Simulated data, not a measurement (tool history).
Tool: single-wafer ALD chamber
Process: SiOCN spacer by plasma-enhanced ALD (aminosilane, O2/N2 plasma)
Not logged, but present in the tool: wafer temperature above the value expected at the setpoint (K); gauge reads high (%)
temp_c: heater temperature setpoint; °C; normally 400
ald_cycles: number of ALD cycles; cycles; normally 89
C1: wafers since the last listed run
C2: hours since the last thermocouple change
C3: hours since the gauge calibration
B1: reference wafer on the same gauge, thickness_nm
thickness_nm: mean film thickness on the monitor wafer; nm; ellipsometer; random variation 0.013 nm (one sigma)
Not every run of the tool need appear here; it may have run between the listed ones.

{"run": 1, "hour": 0.0, "temp_c": 412, "ald_cycles": 89, "C1": 0, "C2": 1089.8, "C3": 17.5, "B1": 5.136, "thickness_nm": 4.93}
{"run": 2, "hour": 15.3, "temp_c": 412, "ald_cycles": 89, "C1": 61, "C2": 1105.1, "C3": 32.8, "B1": 5.142, "thickness_nm": 4.925}
{"run": 3, "hour": 28.6, "temp_c": 412, "ald_cycles": 89, "C1": 53, "C2": 1118.4, "C3": 46.1, "B1": 5.137, "thickness_nm": 4.896}
{"run": 4, "hour": 46.4, "temp_c": 400, "ald_cycles": 89, "C1": 71, "C2": 1136.2, "C3": 63.9, "B1": 5.141, "thickness_nm": 5.102}
{"hour": 62.2, "done": "thermocouple changed; heater temperature recalibrated"}
{"run": 5, "hour": 62.7, "temp_c": 400, "ald_cycles": 89, "C1": 33, "C2": 0.5, "C3": 80.2, "B1": 5.137, "thickness_nm": 5.081}
{"run": 6, "hour": 66.5, "temp_c": 400, "ald_cycles": 102, "C1": 15, "C2": 4.3, "C3": 84, "B1": 5.133, "thickness_nm": 5.866}
{"run": 7, "hour": 84.0, "temp_c": 400, "ald_cycles": 78, "C1": 70, "C2": 21.8, "C3": 101.5, "B1": 5.135, "thickness_nm": 4.474}
{"run": 8, "hour": 92.2, "temp_c": 404, "ald_cycles": 78, "C1": 32, "C2": 30, "C3": 109.7, "B1": 5.139, "thickness_nm": 4.415}
{"run": 9, "hour": 100.3, "temp_c": 400, "ald_cycles": 89, "C1": 32, "C2": 38.1, "C3": 117.8, "B1": 5.141, "thickness_nm": 5.133}
{"run": 10, "hour": 111.6, "temp_c": 414, "ald_cycles": 94, "C1": 45, "C2": 49.4, "C3": 129.1, "B1": 5.142, "thickness_nm": 5.152}
{"run": 11, "hour": 119.4, "temp_c": 389, "ald_cycles": 104, "C1": 31, "C2": 57.2, "C3": 136.9, "B1": 5.142, "thickness_nm": 5.962}
{"run": 12, "hour": 126.8, "temp_c": 407, "ald_cycles": 74, "C1": 29, "C2": 64.6, "C3": 144.3, "B1": 5.136, "thickness_nm": 4.159}
{"run": 13, "hour": 133.9, "temp_c": 390, "ald_cycles": 101, "C1": 28, "C2": 71.7, "C3": 151.4, "B1": 5.14, "thickness_nm": 5.796}
{"hour": 145.2, "done": "gauge calibrated"}
{"run": 14, "hour": 182.5, "temp_c": 400, "ald_cycles": 100, "C1": 195, "C2": 120.3, "C3": 37.3, "B1": 5.143, "thickness_nm": 5.739}

Here are 3 independent what-if runs from the current tool condition. What would each one return?
{"run": "A", "hour": 183.1, "temp_c": 391, "ald_cycles": 89, "C1": 2, "C2": 120.9, "C3": 37.9, "B1": "?", "thickness_nm": "?"}
{"run": "B", "hour": 183.1, "temp_c": 387, "ald_cycles": 89, "C1": 2, "C2": 120.9, "C3": 37.9, "B1": "?", "thickness_nm": "?"}
{"run": "C", "hour": 183.1, "temp_c": 408, "ald_cycles": 102, "C1": 2, "C2": 120.9, "C3": 37.9, "B1": "?", "thickness_nm": "?"}

run=A B1=5.146 thickness_nm=5.116
run=B B1=5.146 thickness_nm=5.116
run=C B1=5.146 thickness_nm=5.708
Without the tool's unlogged condition, the same runs would have read:
run=A thickness_nm=5.116
run=B thickness_nm=5.116
run=C thickness_nm=5.708
